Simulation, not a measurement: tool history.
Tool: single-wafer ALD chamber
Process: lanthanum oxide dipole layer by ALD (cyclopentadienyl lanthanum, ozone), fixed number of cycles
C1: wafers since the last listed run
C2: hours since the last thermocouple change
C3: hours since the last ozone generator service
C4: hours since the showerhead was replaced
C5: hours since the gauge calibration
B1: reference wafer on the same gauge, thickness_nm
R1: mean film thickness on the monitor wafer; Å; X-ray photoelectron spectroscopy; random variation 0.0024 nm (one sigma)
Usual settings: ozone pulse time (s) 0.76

{"run": 1, "hour": 0.0, "ozone pulse time (s)": 0.76, "C1": 0, "C2": 123.6, "C3": 419, "C4": 4268.7, "C5": 1351.3, "B1": 0.365, "R1": 3.98}
{"run": 2, "hour": 47.1, "ozone pulse time (s)": 0.76, "C1": 863, "C2": 170.7, "C3": 466.1, "C4": 4315.8, "C5": 1398.4, "B1": 0.365, "R1": 3.99}
{"run": 3, "hour": 86.9, "ozone pulse time (s)": 0.76, "C1": 729, "C2": 210.5, "C3": 505.9, "C4": 4355.6, "C5": 1438.2, "B1": 0.364, "R1": 3.98}
{"run": 4, "hour": 149.9, "ozone pulse time (s)": 0.67, "C1": 1154, "C2": 273.5, "C3": 568.9, "C4": 4418.6, "C5": 1501.2, "B1": 0.365, "R1": 3.66}
{"run": 5, "hour": 202.8, "ozone pulse time (s)": 0.67, "C1": 969, "C2": 326.4, "C3": 621.8, "C4": 4471.5, "C5": 1554.1, "B1": 0.365, "R1": 3.69}
{"run": 6, "hour": 260.1, "ozone pulse time (s)": 0.67, "C1": 1050, "C2": 383.7, "C3": 679.1, "C4": 4528.8, "C5": 1611.4, "B1": 0.365, "R1": 3.64}
{"run": 7, "hour": 319.3, "ozone pulse time (s)": 0.76, "C1": 1085, "C2": 442.9, "C3": 738.3, "C4": 4588, "C5": 1670.6, "B1": 0.364, "R1": 3.86}
{"run": 8, "hour": 374.1, "ozone pulse time (s)": 0.76, "C1": 1004, "C2": 497.7, "C3": 793.1, "C4": 4642.8, "C5": 1725.4, "B1": 0.365, "R1": 3.87}
{"run": 9, "hour": 419.1, "ozone pulse time (s)": 0.76, "C1": 824, "C2": 542.7, "C3": 838.1, "C4": 4687.8, "C5": 1770.4, "B1": 0.365, "R1": 3.81}
{"run": 10, "hour": 486.3, "ozone pulse time (s)": 0.76, "C1": 1231, "C2": 609.9, "C3": 905.3, "C4": 4755, "C5": 1837.6, "B1": 0.364, "R1": 3.87}
{"run": 11, "hour": 614.5, "ozone pulse time (s)": 0.89, "C1": 2350, "C2": 738.1, "C3": 1033.5, "C4": 4883.2, "C5": 1965.8, "B1": 0.366, "R1": 4.05}
{"hour": 615.9, "done": "gauge calibrated"}
{"run": 12, "hour": 654.7, "ozone pulse time (s)": 0.9, "C1": 736, "C2": 778.3, "C3": 1073.7, "C4": 4923.4, "C5": 38.8, "B1": 0.365, "R1": 4.04}
{"hour": 705.4, "done": "ozone generator serviced"}
{"run": 13, "hour": 705.9, "ozone pulse time (s)": 0.97, "C1": 791, "C2": 829.5, "C3": 0.5, "C4": 4974.6, "C5": 90, "B1": 0.365, "R1": 4.45}
{"run": 14, "hour": 827.4, "ozone pulse time (s)": 0.86, "C1": 2227, "C2": 951, "C3": 122, "C4": 5096.1, "C5": 211.5, "B1": 0.365, "R1": 4.2}
{"run": 15, "hour": 876.7, "ozone pulse time (s)": 0.67, "C1": 903, "C2": 1000.3, "C3": 171.3, "C4": 5145.4, "C5": 260.8, "B1": 0.366, "R1": 3.73}
{"run": 16, "hour": 906.3, "ozone pulse time (s)": 0.76, "C1": 542, "C2": 1029.9, "C3": 200.9, "C4": 5175, "C5": 290.4, "B1": 0.365, "R1": 4.01}
{"hour": 959.2, "done": "thermocouple changed; heater temperature recalibrated"}
{"run": 17, "hour": 965.9, "ozone pulse time (s)": 0.5, "C1": 945, "C2": 6.7, "C3": 260.5, "C4": 5234.6, "C5": 350, "B1": 0.364, "R1": 3.12}
{"run": 18, "hour": 1031.5, "ozone pulse time (s)": 0.56, "C1": 1202, "C2": 72.3, "C3": 326.1, "C4": 5300.2, "C5": 415.6, "B1": 0.365, "R1": 3.32}
{"run": 19, "hour": 1063.8, "ozone pulse time (s)": 0.52, "C1": 592, "C2": 104.6, "C3": 358.4, "C4": 5332.5, "C5": 447.9, "B1": 0.365, "R1": 3.18}
{"hour": 1111.1, "done": "showerhead replaced, of another model than before"}
{"run": 20, "hour": 1126.7, "ozone pulse time (s)": 0.54, "C1": 1006, "C2": 167.5, "C3": 421.3, "C4": 15.6, "C5": 510.8, "B1": 0.365, "R1": 2.87}
{"run": 21, "hour": 1151.4, "ozone pulse time (s)": 1.04, "C1": 452, "C2": 192.2, "C3": 446, "C4": 40.3, "C5": 535.5, "B1": 0.366, "R1": 4.62}
{"run": 22, "hour": 1211.5, "ozone pulse time (s)": 0.76, "C1": 1101, "C2": 252.3, "C3": 506.1, "C4": 100.4, "C5": 595.6, "B1": 0.366, "R1": 3.93}
{"run": 23, "hour": 1246.7, "ozone pulse time (s)": 0.76, "C1": 645, "C2": 287.5, "C3": 541.3, "C4": 135.6, "C5": 630.8, "B1": 0.365, "R1": 3.91}
{"run": 24, "hour": 1295.7, "ozone pulse time (s)": 0.63, "C1": 898, "C2": 336.5, "C3": 590.3, "C4": 184.6, "C5": 679.8, "B1": 0.365, "R1": 3.34}
{"run": 25, "hour": 1329.3, "ozone pulse time (s)": 0.91, "C1": 615, "C2": 370.1, "C3": 623.9, "C4": 218.2, "C5": 713.4, "B1": 0.366, "R1": 4.31}
{"run": 26, "hour": 1399.3, "ozone pulse time (s)": 1.02, "C1": 1283, "C2": 440.1, "C3": 693.9, "C4": 288.2, "C5": 783.4, "B1": 0.364, "R1": 4.54}
{"run": 27, "hour": 1465.0, "ozone pulse time (s)": 0.57, "C1": 1204, "C2": 505.8, "C3": 759.6, "C4": 353.9, "C5": 849.1, "B1": 0.366, "R1": 2.9}
{"run": 28, "hour": 1517.7, "ozone pulse time (s)": 0.76, "C1": 966, "C2": 558.5, "C3": 812.3, "C4": 406.6, "C5": 901.8, "B1": 0.365, "R1": 3.76}
{"run": 29, "hour": 1547.8, "ozone pulse time (s)": 0.61, "C1": 551, "C2": 588.6, "C3": 842.4, "C4": 436.7, "C5": 931.9, "B1": 0.365, "R1": 3.07}
{"run": 30, "hour": 1604.4, "ozone pulse time (s)": 0.84, "C1": 1037, "C2": 645.2, "C3": 899, "C4": 493.3, "C5": 988.5, "B1": 0.365, "R1": 3.98}
{"run": 31, "hour": 1673.8, "ozone pulse time (s)": 0.88, "C1": 1272, "C2": 714.6, "C3": 968.4, "C4": 562.7, "C5": 1057.9, "B1": 0.365, "R1": 4.05}
{"run": 32, "hour": 1739.3, "ozone pulse time (s)": 0.95, "C1": 1200, "C2": 780.1, "C3": 1033.9, "C4": 628.2, "C5": 1123.4, "B1": 0.365, "R1": 4.19}
{"run": 33, "hour": 1773.9, "ozone pulse time (s)": 1, "C1": 634, "C2": 814.7, "C3": 1068.5, "C4": 662.8, "C5": 1158, "B1": 0.364, "R1": 4.26}
{"run": 34, "hour": 1802.8, "ozone pulse time (s)": 0.76, "C1": 529, "C2": 843.6, "C3": 1097.4, "C4": 691.7, "C5": 1186.9, "B1": 0.364, "R1": 3.55}

Hidden state at the last listed run before each entry between runs and at the first one after, where it differs:
Between runs 11 and 12: gauge calibrated (hour 615.9)
  ozone dose above that of a generator just serviced (%): -12.2 -> -13.2
  measured less the result without the state, R1: -0.23 -> -0.26 Å
Between runs 12 and 13: ozone generator serviced (hour 705.4)
  ozone dose above that of a generator just serviced (%): -13.2 -> -0.291
  measured less the result without the state, R1: -0.26 -> +0 Å
Between runs 16 and 17: thermocouple changed; heater temperature recalibrated (hour 959.2)
  ozone dose above that of a generator just serviced (%): -0.746 -> -1.06
  measured less the result without the state, R1: -0.01 -> -0.02 Å
Between runs 19 and 20: showerhead replaced, of another model than before (hour 1111.1)
  ozone dose above that of a generator just serviced (%): -1.74 -> -2.29
  measured less the result without the state, R1: -0.04 -> -0.07 Å

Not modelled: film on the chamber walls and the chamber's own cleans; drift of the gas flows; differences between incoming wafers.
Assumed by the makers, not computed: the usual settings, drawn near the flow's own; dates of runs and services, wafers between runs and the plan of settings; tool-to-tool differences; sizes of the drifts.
